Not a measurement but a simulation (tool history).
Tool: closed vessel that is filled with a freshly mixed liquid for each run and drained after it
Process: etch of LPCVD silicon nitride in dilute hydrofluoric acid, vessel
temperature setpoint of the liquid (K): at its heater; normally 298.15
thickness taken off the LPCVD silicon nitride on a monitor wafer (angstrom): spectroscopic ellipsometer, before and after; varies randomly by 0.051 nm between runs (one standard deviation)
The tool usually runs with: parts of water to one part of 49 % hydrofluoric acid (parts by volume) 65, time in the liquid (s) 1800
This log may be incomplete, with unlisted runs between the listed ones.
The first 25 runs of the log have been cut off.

run,day,temperature setpoint of the liquid (K),parts of water to one part of 49 % hydrofluoric acid (parts by volume),time in the liquid (s),wafers since the last listed run,hours since the thermometer was replaced,hours since the hydrofluoric acid flow meter was replaced,hours since the gauge calibration,"read-back film thickness of the LPCVD silicon nitride reference wafer, read on the same gauge (nm)",thickness taken off the LPCVD silicon nitride on a monitor wafer (angstrom)
26,75.617,298.15,65,1800,1453,619.3,1096.4,278.0,70.03,140.9
27,79.625,294.15,45,1800,2390,715.5,1192.6,374.2,69.99,153.1
28,83.121,295.65,65,750,2084,799.4,1276.5,458.1,69.99,49.6
29,85.842,298.15,65,1800,1622,864.7,1341.8,523.4,70.02,140.0
# day 88.038: hydrofluoric acid flow meter replaced
30,89.283,298.15,50,1800,2027,947.3,29.9,606.0,69.97,181.1
31,91.588,301.15,40,1800,1374,1002.6,85.2,661.3,70.01,276.5
32,93.404,298.15,45,1800,1083,1046.2,128.8,704.9,69.98,201.3
33,97.858,298.15,65,1800,2656,1153.1,235.7,811.8,70.01,138.9

3 options for the next run, each taken on its own from the tool as it stands now. Forecast them:
A,97.904,298.15,65,1800,27,1154.2,236.8,812.9,?,?
B,97.904,294.65,80,2730,27,1154.2,236.8,812.9,?,?
C,97.904,301.15,80,1475,27,1154.2,236.8,812.9,?,?

run,"read-back film thickness of the LPCVD silicon nitride reference wafer, read on the same gauge (nm)",thickness taken off the LPCVD silicon nitride on a monitor wafer (angstrom)
A,69.98,140.4
B,69.98,137.3
C,69.98,114.0
Take away the tool's hidden state, keep each run's random variation, and the runs would have read:
run,thickness taken off the LPCVD silicon nitride on a monitor wafer (angstrom)
A,140.4
B,137.3
C,114.0

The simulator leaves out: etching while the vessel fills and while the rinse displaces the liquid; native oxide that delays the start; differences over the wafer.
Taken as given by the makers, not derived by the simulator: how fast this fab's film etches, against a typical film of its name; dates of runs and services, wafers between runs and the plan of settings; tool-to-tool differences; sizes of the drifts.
